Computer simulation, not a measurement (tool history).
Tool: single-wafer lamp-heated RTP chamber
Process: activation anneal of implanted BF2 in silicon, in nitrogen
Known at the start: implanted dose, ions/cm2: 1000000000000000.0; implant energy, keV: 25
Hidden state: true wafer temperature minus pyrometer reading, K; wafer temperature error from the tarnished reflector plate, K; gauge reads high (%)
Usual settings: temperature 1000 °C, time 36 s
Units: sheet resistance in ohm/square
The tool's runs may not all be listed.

run   hour  temperature  time  wafers since the last listed run  wafers since the last pyrometer calibration  wafers since the reflector plate was cleaned  hours since the gauge calibration  read-back reference wafer on the same gauge, sheet resistance  sheet resistance
  1      0         1000    36                                 0                                         7257                                         12191                               79.8                                                         159.09            155.48
  2   12.9         1000    36                               164                                         7422                                         12356                               92.7                                                         159.15            156.38
  3   25.5         1000    36                               161                                         7583                                         12517                              105.3                                                         159.21            156.78
  4   43.1         1000    36                               225                                         7808                                         12742                              122.9                                                          158.5            157.05
  5   56.3         1000    36                               168                                         7976                                         12911                              136.1                                                          159.1             154.9
  6   62.4         1000    19                                77                                         8054                                         12989                              142.2                                                         158.75            169.81
  7   72.7         1000    19                               131                                         8186                                         13120                              152.5                                                         159.04               167
  8   82.3         1000    36                               122                                         8309                                         13243                              162.1                                                         159.18            157.76
      99.5  -- reflector plate cleaned
  9    100         1000    36                               124                                         8433                                             6                              179.8                                                         159.42            156.31
 10  104.9         1000    45                                62                                         8496                                            69                              184.7                                                         158.82            152.26
 11  114.1         1000    45                               117                                         8613                                           187                              193.9                                                         158.81            151.92
 12  140.8         1000    45                               341                                         8955                                           528                              220.6                                                         158.82            152.96
 13  152.9         1000    23                               154                                         9109                                           683                              232.7                                                         158.73            164.53
     191.4  -- pyrometer window cleaned and pyrometer calibrated
 14  191.9          980    45                               396                                            6                                          1079                              271.7                                                         158.65            184.48
     206.2  -- gauge calibrated
 15  219.3         1020    26                               350                                          356                                          1430                               13.1                                                         159.01            154.62
 16  226.4         1025    18                                90                                          447                                          1520                               20.2                                                         158.92             157.2
 17  240.1         1000    36                               175                                          622                                          1696                               33.9                                                          159.1            163.32
 18  248.5         1012    55                               107                                          729                                          1803                               42.3                                                         158.77            147.58
 19  257.6         1000    22                               116                                          846                                          1919                               51.4                                                         159.15            170.37
 20  263.9         1000    19                                80                                          926                                          2000                               57.7                                                         158.74            176.18
 21  271.4          980    49                                95                                         1022                                          2096                               65.2                                                         159.19            176.08
 22  277.8          971    23                                81                                         1104                                          2178                               71.6                                                         158.92            207.03
 23  295.4         1017    29                               225                                         1329                                          2403                               89.2                                                         159.01            152.15
 24  301.8         1025    45                                81                                         1411                                          2484                               95.6                                                          159.2            140.65
 25  315.8         1017    44                               179                                         1590                                          2663                              109.6                                                         158.94            146.16

Hidden state at the last listed run before each entry between runs and at the first one after, where it differs:
Between runs 8 and 9: reflector plate cleaned (hour 99.5)
  no hidden state differs between the two runs
  measured less the result without the state, sheet resistance: -10.73 -> -10.68 ohm/square
Between runs 13 and 14: pyrometer window cleaned and pyrometer calibrated (hour 191.4)
  true wafer temperature minus pyrometer reading, K: 12.3 -> 0.966
  measured less the result without the state, sheet resistance: -11.92 -> -1.27 ohm/square
Between runs 14 and 15: gauge calibrated (hour 206.2)
  true wafer temperature minus pyrometer reading, K: 0.966 -> 2.43
  measured less the result without the state, sheet resistance: -1.27 -> -1.68 ohm/square
